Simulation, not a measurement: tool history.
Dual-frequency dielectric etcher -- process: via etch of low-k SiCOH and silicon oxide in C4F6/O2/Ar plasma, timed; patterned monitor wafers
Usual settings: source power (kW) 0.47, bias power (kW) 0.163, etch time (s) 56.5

run,hour,source power (kW),bias power (kW),etch time (s),"read-back reference wafer on the same gauge, depth_nm",mean etch depth across the wafer (Å)
1,0,0.47,0.163,56.5,166,1607
# hour 0.3: gauge calibrated
2,15.6,0.47,0.163,56.5,166.1,1609
3,31.3,0.47,0.163,56.5,166.1,1613
4,40.6,0.47,0.163,56.5,166,1620
# hour 72.8: source power generator calibrated
# hour 80.3: upper electrode replaced
5,90.8,0.57,0.163,56.5,166.2,1776
6,97,0.47,0.163,56.5,166.1,1619
# hour 102.8: bias power generator calibrated
# hour 130.2: wet clean of the chamber
7,130.7,0.47,0.163,56.5,166,1560
8,131.1,0.47,0.163,44.5,165.9,1232
9,138.9,0.47,0.134,70.5,166,1841
# hour 148: gauge calibrated
10,148.2,0.38,0.144,56.5,166,1360
11,158.7,0.53,0.163,65,165.9,1907
12,169.5,0.56,0.2,50,166,1604
13,186.3,0.47,0.204,56.5,165.9,1674
14,194.6,0.59,0.163,56.5,166,1740
15,203.2,0.44,0.152,56.5,166,1494
16,217.3,0.47,0.163,56.5,166,1568

3 options for the next run, each taken on its own from the tool as it stands now. Forecast them:
A,217.7,0.53,0.163,56.5,?,?
B,217.7,0.47,0.163,46,?,?
C,217.7,0.47,0.163,66,?,?

run,"read-back reference wafer on the same gauge, depth_nm",mean etch depth across the wafer (Å)
A,166,1657
B,166,1276
C,166,1831
What these runs would have given with no unlogged condition in the tool:
run,mean etch depth across the wafer (Å)
A,1634
B,1258
C,1805
